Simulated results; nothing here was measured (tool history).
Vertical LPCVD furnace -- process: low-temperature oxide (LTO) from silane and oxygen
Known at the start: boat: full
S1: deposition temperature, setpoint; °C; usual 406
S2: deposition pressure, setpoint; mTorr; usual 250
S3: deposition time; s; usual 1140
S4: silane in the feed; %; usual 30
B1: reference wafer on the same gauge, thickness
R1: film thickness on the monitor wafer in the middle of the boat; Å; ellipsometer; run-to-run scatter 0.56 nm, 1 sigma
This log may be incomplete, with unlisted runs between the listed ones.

Run 1, hour 0: usual settings but S4 33 %; B1 132.98. Result: R1 1757.6 Å.
Run 2, hour 18.8: usual settings but S4 33 %; B1 133.01. Result: R1 1760 Å.
Run 3, hour 29.1: usual settings; B1 133.03. Result: R1 1542 Å.
Run 4, hour 40.4: usual settings; B1 132.93. Result: R1 1537.9 Å.
Run 5, hour 51.8: usual settings; B1 132.94. Result: R1 1544.4 Å.
Run 6, hour 69.7: usual settings; B1 133.04. Result: R1 1538.1 Å.
At hour 94.2: pressure gauge zeroed.
Run 7, hour 94.7: usual settings but S1 401 °C; B1 132.96. Result: R1 1442 Å.
Run 8, hour 99.7: usual settings; B1 132.99. Result: R1 1544.5 Å.
At hour 151.7: gauge calibrated.
At hour 157.4: thermocouples replaced and temperature profile calibrated.
At hour 175.2: silane flow controller replaced.
Run 9, hour 175.7: usual settings but S1 410 °C, S2 220 mTorr, S4 32 %; B1 132.99. Result: R1 1546.5 Å.
Run 10, hour 180.7: usual settings; B1 133.06. Result: R1 1542.5 Å.
Run 11, hour 185.6: usual settings but S1 397 °C, S3 870 s; B1 133. Result: R1 1048.9 Å.
Run 12, hour 195.9: usual settings but S3 870 s; B1 133.03. Result: R1 1170.9 Å.
Run 13, hour 207.9: usual settings but S1 395 °C, S2 270 mTorr, S3 900 s, S4 33 %; B1 133.03. Result: R1 1323.7 Å.
Run 14, hour 220: usual settings but S1 416 °C, S2 230 mTorr, S3 750 s, S4 33 %; B1 133.02. Result: R1 1202 Å.
Run 15, hour 238.3: usual settings; B1 133. Result: R1 1542.6 Å.
Run 16, hour 249.3: usual settings; B1 132.96. Result: R1 1549.4 Å.
Run 17, hour 262.7: usual settings but S1 410 °C; B1 132.94. Result: R1 1608 Å.

3 options for the next run, each taken on its own from the tool as it stands now. Forecast them:
Run A, hour 267.7: usual settings but S1 416 °C; B1 ?. Result: R1 ?.
Run B, hour 267.7: usual settings but S1 399 °C, S2 200 mTorr, S3 1380 s, S4 32 %; B1 ?. Result: R1 ?.
Run C, hour 267.7: usual settings but S1 395 °C; B1 ?. Result: R1 ?.

run      B1      R1
  A  132.95  1726.9
  B  132.95  1507.6
  C  132.95  1351.8
With no hidden state in the tool, these same runs would have given:
run      R1
  A  1726.9
  B  1507.6
  C  1351.8

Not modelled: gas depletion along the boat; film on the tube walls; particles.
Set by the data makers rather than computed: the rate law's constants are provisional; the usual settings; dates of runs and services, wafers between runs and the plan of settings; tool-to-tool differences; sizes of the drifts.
